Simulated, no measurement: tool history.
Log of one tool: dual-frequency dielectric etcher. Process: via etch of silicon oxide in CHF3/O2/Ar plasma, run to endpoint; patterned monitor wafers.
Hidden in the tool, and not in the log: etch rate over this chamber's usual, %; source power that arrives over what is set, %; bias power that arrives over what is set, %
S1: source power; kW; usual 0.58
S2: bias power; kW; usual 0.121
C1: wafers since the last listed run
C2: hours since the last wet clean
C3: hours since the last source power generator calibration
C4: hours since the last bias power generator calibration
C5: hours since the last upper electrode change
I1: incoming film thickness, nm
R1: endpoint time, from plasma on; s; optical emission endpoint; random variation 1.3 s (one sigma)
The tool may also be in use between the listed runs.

Run 1, hour 0: usual settings; C1 0; C2 47.4; C3 708.4; C4 1912.7; C5 3677.6; I1 679.8. Result: R1 412.6 s.
Run 2, hour 63.1: usual settings but S2 0.14 kW; C1 438; C2 110.5; C3 771.5; C4 1975.8; C5 3740.7; I1 684.7. Result: R1 395.5 s.
Run 3, hour 90.8: usual settings but S2 0.14 kW; C1 192; C2 138.2; C3 799.2; C4 2003.5; C5 3768.4; I1 676.5. Result: R1 391.6 s.
Run 4, hour 118.2: usual settings but S2 0.131 kW; C1 190; C2 165.6; C3 826.6; C4 2030.9; C5 3795.8; I1 677.6. Result: R1 402.7 s.
Run 5, hour 168.5: usual settings but S1 0.62 kW; C1 349; C2 215.9; C3 876.9; C4 2081.2; C5 3846.1; I1 681.5. Result: R1 407.7 s.
Run 6, hour 204.1: usual settings but S1 0.62 kW; C1 247; C2 251.5; C3 912.5; C4 2116.8; C5 3881.7; I1 675.8. Result: R1 403.4 s.
At hour 296: wet clean of the chamber.
Run 7, hour 296.5: usual settings but S2 0.109 kW; C1 475; C2 0.5; C3 1004.9; C4 2209.2; C5 3974.1; I1 684.2. Result: R1 426.8 s.
Run 8, hour 332.4: usual settings but S2 0.105 kW; C1 249; C2 36.4; C3 1040.8; C4 2245.1; C5 4010; I1 678.4. Result: R1 429.6 s.
Run 9, hour 395.5: usual settings but S2 0.105 kW; C1 438; C2 99.5; C3 1103.9; C4 2308.2; C5 4073.1; I1 674.7. Result: R1 430.6 s.
Run 10, hour 446.5: usual settings but S1 0.63 kW, S2 0.101 kW; C1 354; C2 150.5; C3 1154.9; C4 2359.2; C5 4124.1; I1 672.6. Result: R1 421.3 s.
Run 11, hour 471.7: usual settings; C1 175; C2 175.7; C3 1180.1; C4 2384.4; C5 4149.3; I1 684.7. Result: R1 419.1 s.
Run 12, hour 529.9: usual settings; C1 404; C2 233.9; C3 1238.3; C4 2442.6; C5 4207.5; I1 684.8. Result: R1 419 s.
Run 13, hour 659.4: usual settings; C1 900; C2 363.4; C3 1367.8; C4 2572.1; C5 4337; I1 682.7. Result: R1 423.4 s.
At hour 719.7: wet clean of the chamber.
Run 14, hour 720.2: usual settings; C1 255; C2 0.5; C3 1428.6; C4 2632.9; C5 4397.8; I1 677.5. Result: R1 409.2 s.
Run 15, hour 756.7: usual settings; C1 253; C2 37; C3 1465.1; C4 2669.4; C5 4434.3; I1 676.7. Result: R1 412.9 s.
Run 16, hour 789.2: usual settings but S1 0.45 kW, S2 0.103 kW; C1 226; C2 69.5; C3 1497.6; C4 2701.9; C5 4466.8; I1 680.8. Result: R1 483.8 s.
Run 17, hour 851.7: usual settings but S2 0.101 kW; C1 434; C2 132; C3 1560.1; C4 2764.4; C5 4529.3; I1 688.8. Result: R1 446.1 s.
Run 18, hour 923.5: usual settings but S1 0.69 kW, S2 0.112 kW; C1 499; C2 203.8; C3 1631.9; C4 2836.2; C5 4601.1; I1 684. Result: R1 402.8 s.
Run 19, hour 950.4: usual settings but S1 0.51 kW, S2 0.149 kW; C1 187; C2 230.7; C3 1658.8; C4 2863.1; C5 4628; I1 677.5. Result: R1 407.8 s.
Run 20, hour 1016.5: usual settings but S2 0.14 kW; C1 459; C2 296.8; C3 1724.9; C4 2929.2; C5 4694.1; I1 680.1. Result: R1 397.9 s.
At hour 1071.7: upper electrode replaced.
Run 21, hour 1081.7: usual settings but S1 0.5 kW, S2 0.102 kW; C1 286; C2 362; C3 1790.1; C4 2994.4; C5 10; I1 676.5. Result: R1 468.6 s.
Run 22, hour 1107: usual settings; C1 175; C2 387.3; C3 1815.4; C4 3019.7; C5 35.3; I1 681.1. Result: R1 421.1 s.
At hour 1136.5: wet clean of the chamber.
Run 23, hour 1165: usual settings but S1 0.47 kW, S2 0.111 kW; C1 236; C2 28.5; C3 1873.4; C4 3077.7; C5 93.3; I1 680.9. Result: R1 459.1 s.
At hour 1211.1: bias power generator calibrated.
Run 24, hour 1222.8: usual settings; C1 374; C2 86.3; C3 1931.2; C4 11.7; C5 151.1; I1 675.3. Result: R1 413.5 s.
Run 25, hour 1250.2: usual settings; C1 190; C2 113.7; C3 1958.6; C4 39.1; C5 178.5; I1 683.2. Result: R1 421.9 s.
Run 26, hour 1289.6: usual settings but S2 0.105 kW; C1 274; C2 153.1; C3 1998; C4 78.5; C5 217.9; I1 676.2. Result: R1 435.2 s.
Run 27, hour 1328.3: usual settings but S1 0.48 kW, S2 0.109 kW; C1 269; C2 191.8; C3 2036.7; C4 117.2; C5 256.6; I1 686.1. Result: R1 471.4 s.
At hour 1363.6: source power generator calibrated.
Run 28, hour 1385.1: usual settings but S1 0.52 kW, S2 0.105 kW; C1 367; C2 248.6; C3 21.5; C4 174; C5 313.4; I1 680.3. Result: R1 457.3 s.
Run 29, hour 1412: usual settings but S1 0.45 kW, S2 0.141 kW; C1 187; C2 275.5; C3 48.4; C4 200.9; C5 340.3; I1 680.8. Result: R1 440.4 s.
Run 30, hour 1449.9: usual settings; C1 263; C2 313.4; C3 86.3; C4 238.8; C5 378.2; I1 683.8. Result: R1 425.3 s.
At hour 1532.1: wet clean of the chamber.
Run 31, hour 1532.6: usual settings but S1 0.67 kW, S2 0.093 kW; C1 408; C2 0.5; C3 169; C4 321.5; C5 460.9; I1 676.5. Result: R1 425.8 s.
Run 32, hour 1559: usual settings; C1 183; C2 26.9; C3 195.4; C4 347.9; C5 487.3; I1 688.2. Result: R1 422 s.
Run 33, hour 1699.2: usual settings but S1 0.68 kW, S2 0.112 kW; C1 975; C2 167.1; C3 335.6; C4 488.1; C5 627.5; I1 682.5. Result: R1 403.5 s.
Run 34, hour 1760.4: usual settings but S1 0.51 kW, S2 0.102 kW; C1 425; C2 228.3; C3 396.8; C4 549.3; C5 688.7; I1 680.3. Result: R1 465.3 s.

Forecast each of these 5 alternatives for the next run:
Run A, hour 1760.9: usual settings; C1 3; C2 228.8; C3 397.3; C4 549.8; C5 689.2; I1 673.9. Result: R1 ?.
Run B, hour 1760.9: usual settings but S1 0.48 kW, S2 0.141 kW; C1 3; C2 228.8; C3 397.3; C4 549.8; C5 689.2; I1 673.9. Result: R1 ?.
Run C, hour 1760.9: usual settings but S1 0.52 kW, S2 0.144 kW; C1 3; C2 228.8; C3 397.3; C4 549.8; C5 689.2; I1 673.9. Result: R1 ?.
Run D, hour 1760.9: usual settings but S1 0.62 kW, S2 0.091 kW; C1 3; C2 228.8; C3 397.3; C4 549.8; C5 689.2; I1 673.9. Result: R1 ?.
Run E, hour 1760.9: usual settings but S1 0.66 kW, S2 0.106 kW; C1 3; C2 228.8; C3 397.3; C4 549.8; C5 689.2; I1 673.9. Result: R1 ?.

run     R1
  A  413.9
  B  422.3
  C  406.8
  D  441.8
  E  411.1
Without the tool's hidden state the same runs would have given:
run     R1
  A  412.7
  B  421.3
  C  405.9
  D  440.2
  E  409.7
